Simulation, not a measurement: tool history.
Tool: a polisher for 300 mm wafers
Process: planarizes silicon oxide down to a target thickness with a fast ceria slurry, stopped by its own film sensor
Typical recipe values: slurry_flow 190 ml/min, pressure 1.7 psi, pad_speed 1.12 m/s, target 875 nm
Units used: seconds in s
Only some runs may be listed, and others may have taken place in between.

run    day  slurry_flow  pressure  pad_speed  target  incoming thickness of the incoming film, nm  seconds
  1      0          190       1.7       1.32     875                                       1428.2     38.7
     0.517  -- worn pad replaced by a new one
  2  0.538          190       1.7       1.32     875                                       1427.9     38.2
  3  1.133          190       1.7       1.12     875                                       1436.9     43.3
  4  1.867          190       1.7       1.12     875                                       1440.7     42.4
  5  2.312          160       1.7       1.12     875                                         1404     41.9
  6  2.746          160       1.7       1.12     875                                       1453.5     47.6
  7  3.075          190       1.7       1.12     875                                       1430.4     43.5
  8  3.496          190       1.7       1.12     875                                       1405.3     41.2
     4.192  -- worn pad replaced by a new one
  9  4.212          190       1.3       1.36     875                                       1407.7     48.3
 10  4.562          190       1.1       1.12    1013                                       1413.5     49.5
     5.012  -- head pressure recalibrated
     5.129  -- slurry nozzle cleaned
 11  5.258          160       2.2       1.12     875                                         1429     34.9
 12  5.525          135       1.7       0.84     875                                       1427.7     55.4
 13  6.017          190       1.7       1.38     985                                       1447.4     30.9
 14  6.525          190       1.7       1.12     875                                       1428.7     42.8
 15  6.958          135       1.7       0.84     875                                       1416.3     53.4

What will run 16 give?
 16  7.283          190       2.1       1.12     761                                       1452.2        ?

seconds: 43.5 s
The same run, on a tool lacking any hidden state, would have yielded seconds 43.5 s.
